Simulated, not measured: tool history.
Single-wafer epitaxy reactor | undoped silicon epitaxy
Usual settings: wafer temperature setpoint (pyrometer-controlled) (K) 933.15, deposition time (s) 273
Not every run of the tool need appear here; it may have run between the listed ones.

run	hour	wafer temperature setpoint (pyrometer-controlled) (K)	deposition time (s)	read-back reference wafer on the same gauge, thickness_nm	mean film thickness on the monitor wafer (Å)
1	0	923.15	273	58.017	471.37
2	12	923.15	273	58.131	473.48
3	23.2	923.15	273	58.163	476.06
4	39.4	933.15	273	58.086	570.78
5	55.7	933.15	273	58.125	565.6
6	68.8	933.15	310	58.148	643.97
7	77.4	933.15	310	58.113	645.68
8	87.4	933.15	273	58.026	563.48
9	95.6	933.15	309	58.092	641.8
10	131.6	933.15	309	58.129	636.33
11	149.3	933.15	309	58.055	631.14
12	166.9	933.15	273	58.112	556.93
13	176.8	941.15	299	58.072	835.58
14	189.9	941.15	299	58.054	833.57
15	200.3	933.15	290	58.156	702.1
16	208	933.15	290	58.086	701.7
17	218.4	933.15	290	58.095	702.53
18	233.6	933.15	273	58.046	662.91
19	245.4	933.15	273	58.155	664.27
20	263.3	933.15	242	58.059	583.7
21	278	919.15	226	58.115	421.13
22	291.4	933.15	273	58.095	662.1
23	310.6	933.15	273	58.137	595.14
24	322.7	941.15	221	58.137	556.97
25	334.8	941.15	221	58.159	557.46
26	347.2	933.15	228	58.09	496.65
27	355.8	933.15	237	58.097	519.04
28	373	933.15	256	58.14	556.54
29	387.4	944.15	308	58.062	822.91
30	406.4	933.15	273	58.086	594.84
31	423.2	924.15	273	58.128	498.22
32	432.6	925.15	323	58.172	606.65
33	449.1	925.15	273	58.055	512.57
34	460.4	943.15	273	58.055	713.04
35	474	929.15	237	58.124	478.84
36	489.5	933.15	273	58.042	596.44
37	497.8	929.15	225	58.076	455.25
38	514.8	948.15	321	58.078	924.14
39	523.6	939.15	239	58.121	579.19
40	537.5	933.15	273	58.134	589.61
41	554.8	926.15	304	58.133	575.96

Not shown here: 3 entries made in the log between runs. Locate each between two listed runs and compare the hidden state at the listed run before it with the hidden state at the listed run after it:
Logged between run 12 and run 13: pyrometer calibrated (hour 175.8)
  wafer temperature above the value expected at the setpoint (K): -3.19 -> 5.76
  measured minus no-state result, mean film thickness on the monitor wafer (Å): -34.49 -> +83.94
Logged between run 15 and run 16: gauge calibrated (hour 205.4)
  wafer temperature above the value expected at the setpoint (K): 5.76 -> 5.75
  measured minus no-state result, mean film thickness on the monitor wafer (Å): +71.51 -> +71.45
Logged between run 22 and run 23: pyrometer calibrated, repeated, since the last time left the tool worse (hour 310.1)
  wafer temperature above the value expected at the setpoint (K): 5.7 -> 0.0746
  measured minus no-state result, mean film thickness on the monitor wafer (Å): +66.87 -> +0.83
